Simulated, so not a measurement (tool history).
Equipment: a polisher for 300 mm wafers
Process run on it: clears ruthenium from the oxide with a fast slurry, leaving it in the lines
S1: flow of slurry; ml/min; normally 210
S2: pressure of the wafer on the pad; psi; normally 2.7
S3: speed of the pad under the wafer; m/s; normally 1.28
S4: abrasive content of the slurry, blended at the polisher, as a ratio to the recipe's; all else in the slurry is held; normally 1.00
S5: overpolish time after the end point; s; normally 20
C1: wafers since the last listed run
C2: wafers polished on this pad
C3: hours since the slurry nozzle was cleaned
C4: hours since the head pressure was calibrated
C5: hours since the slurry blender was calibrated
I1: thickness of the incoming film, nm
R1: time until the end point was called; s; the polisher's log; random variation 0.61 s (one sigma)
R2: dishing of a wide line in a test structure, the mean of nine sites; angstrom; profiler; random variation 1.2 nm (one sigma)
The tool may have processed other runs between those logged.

| run | hour | S1 | S2 | S3 | S4 | S5 | C1 | C2 | C3 | C4 | C5 | I1 | R1 | R2 |
|---|---|---|---|---|---|---|---|---|---|---|---|---|---|---|
| 1 | 0.0 | 210 | 2.7 | 1.28 | 1.00 | 20 | 0 | 2539 | 159.3 | 125.9 | 167.8 | 235.2 | 45.6 | 713 |
| 2 | 44.9 | 210 | 2.7 | 1.28 | 1.00 | 20 | 551 | 3091 | 204.2 | 170.8 | 212.7 | 238.9 | 46.6 | 738 |
| 3 | 95.1 | 210 | 2.3 | 1.28 | 1.00 | 20 | 617 | 3708 | 254.4 | 221.0 | 262.9 | 241.7 | 53.2 | 631 |
| 4 | 119.1 | 210 | 3.3 | 1.54 | 1.00 | 20 | 295 | 4003 | 278.4 | 245.0 | 286.9 | 237.5 | 32.5 | 930 |
|  | 153.9 | worn pad replaced by a new one |
| 5 | 172.4 | 210 | 2.7 | 1.28 | 1.00 | 20 | 606 | 227 | 331.7 | 298.3 | 340.2 | 238.5 | 47.2 | 707 |
|  | 219.6 | slurry nozzle cleaned |
| 6 | 240.7 | 210 | 2.7 | 1.28 | 1.00 | 20 | 827 | 1054 | 21.1 | 366.6 | 408.5 | 236.4 | 47.2 | 709 |
|  | 282.4 | slurry blender recalibrated |
| 7 | 308.4 | 190 | 2.7 | 1.16 | 1.00 | 20 | 807 | 1862 | 88.8 | 434.3 | 26.0 | 241.3 | 54.9 | 666 |
| 8 | 386.5 | 210 | 2.7 | 1.28 | 1.00 | 20 | 960 | 2822 | 166.9 | 512.4 | 104.1 | 236.9 | 47.3 | 711 |
| 9 | 446.2 | 210 | 2.7 | 1.28 | 1.00 | 20 | 733 | 3556 | 226.6 | 572.1 | 163.8 | 239.2 | 47.1 | 700 |
| 10 | 474.4 | 175 | 2.7 | 1.28 | 1.00 | 20 | 346 | 3902 | 254.8 | 600.3 | 192.0 | 240.4 | 50.0 | 691 |
| 11 | 532.4 | 140 | 2.7 | 1.28 | 0.85 | 20 | 712 | 4615 | 312.8 | 658.3 | 250.0 | 235.9 | 52.4 | 629 |
| 12 | 585.5 | 210 | 2.7 | 1.28 | 1.00 | 20 | 652 | 5268 | 365.9 | 711.4 | 303.1 | 241.3 | 48.0 | 734 |
|  | 593.6 | worn pad replaced by a new one |
| 13 | 639.6 | 210 | 2.7 | 1.44 | 1.00 | 20 | 615 | 566 | 420.0 | 765.5 | 357.2 | 243.1 | 42.7 | 776 |
|  | 677.5 | slurry nozzle cleaned |
| 14 | 683.4 | 210 | 3.0 | 1.28 | 1.00 | 29 | 526 | 1092 | 5.9 | 809.3 | 401.0 | 237.3 | 43.0 | 1008 |
|  | 705.9 | slurry blender recalibrated |
| 15 | 711.4 | 210 | 2.7 | 1.28 | 1.00 | 20 | 319 | 1411 | 33.9 | 837.3 | 5.5 | 245.1 | 48.1 | 711 |
| 16 | 743.3 | 210 | 2.7 | 1.28 | 1.00 | 20 | 392 | 1803 | 65.8 | 869.2 | 37.4 | 236.4 | 48.1 | 704 |
| 17 | 787.9 | 210 | 2.7 | 0.90 | 1.00 | 20 | 548 | 2352 | 110.4 | 913.8 | 82.0 | 238.6 | 68.9 | 528 |
|  | 822.3 | head pressure recalibrated |
| 18 | 839.6 | 210 | 2.7 | 1.28 | 1.00 | 20 | 610 | 2963 | 162.1 | 17.3 | 133.7 | 236.8 | 46.7 | 727 |
| 19 | 893.3 | 210 | 2.7 | 1.28 | 1.00 | 20 | 660 | 3623 | 215.8 | 71.0 | 187.4 | 239.4 | 47.3 | 727 |
| 20 | 997.8 | 210 | 2.7 | 0.84 | 1.00 | 20 | 1284 | 4907 | 320.3 | 175.5 | 291.9 | 241.9 | 70.9 | 512 |
|  | 1004.9 | worn pad replaced by a new one |
| 21 | 1025.3 | 260 | 2.7 | 1.28 | 0.85 | 30 | 288 | 251 | 347.8 | 203.0 | 319.4 | 241.6 | 49.6 | 926 |
|  | 1066.9 | slurry blender recalibrated |
| 22 | 1097.1 | 175 | 2.7 | 1.10 | 1.10 | 17 | 858 | 1109 | 419.6 | 274.8 | 30.2 | 240.9 | 55.1 | 534 |
|  | 1103.6 | slurry nozzle cleaned |
| 23 | 1148.5 | 210 | 2.7 | 1.28 | 1.00 | 20 | 619 | 1728 | 44.9 | 326.2 | 81.6 | 244.5 | 48.0 | 704 |
| 24 | 1286.8 | 210 | 2.7 | 1.28 | 0.70 | 20 | 1700 | 3428 | 183.2 | 464.5 | 219.9 | 242.0 | 54.8 | 658 |
| 25 | 1412.8 | 280 | 2.7 | 1.28 | 1.00 | 11 | 1548 | 4977 | 309.2 | 590.5 | 345.9 | 238.8 | 45.2 | 434 |
|  | 1464.8 | worn pad replaced by a new one |
| 26 | 1465.3 | 210 | 3.4 | 1.28 | 0.75 | 8 | 596 | 5 | 361.7 | 643.0 | 398.4 | 237.4 | 43.7 | 352 |
|  | 1468.6 | slurry nozzle cleaned |
|  | 1478.2 | slurry blender recalibrated |
| 27 | 1524.0 | 210 | 2.7 | 0.88 | 1.00 | 31 | 684 | 690 | 55.4 | 701.7 | 45.8 | 239.8 | 70.1 | 747 |
| 28 | 1562.9 | 210 | 3.2 | 1.28 | 1.15 | 20 | 478 | 1168 | 94.3 | 740.6 | 84.7 | 237.2 | 39.1 | 844 |

Run-by-run hidden state of the tool:
removal rate lost through wear of the pad, %: 0 in every run
slurry flow missing at the pad, %: 0 in every run
deviation of the head's pressure from its setpoint, %: 0 in every run
abrasive missing from the slurry, %: 0 in every run

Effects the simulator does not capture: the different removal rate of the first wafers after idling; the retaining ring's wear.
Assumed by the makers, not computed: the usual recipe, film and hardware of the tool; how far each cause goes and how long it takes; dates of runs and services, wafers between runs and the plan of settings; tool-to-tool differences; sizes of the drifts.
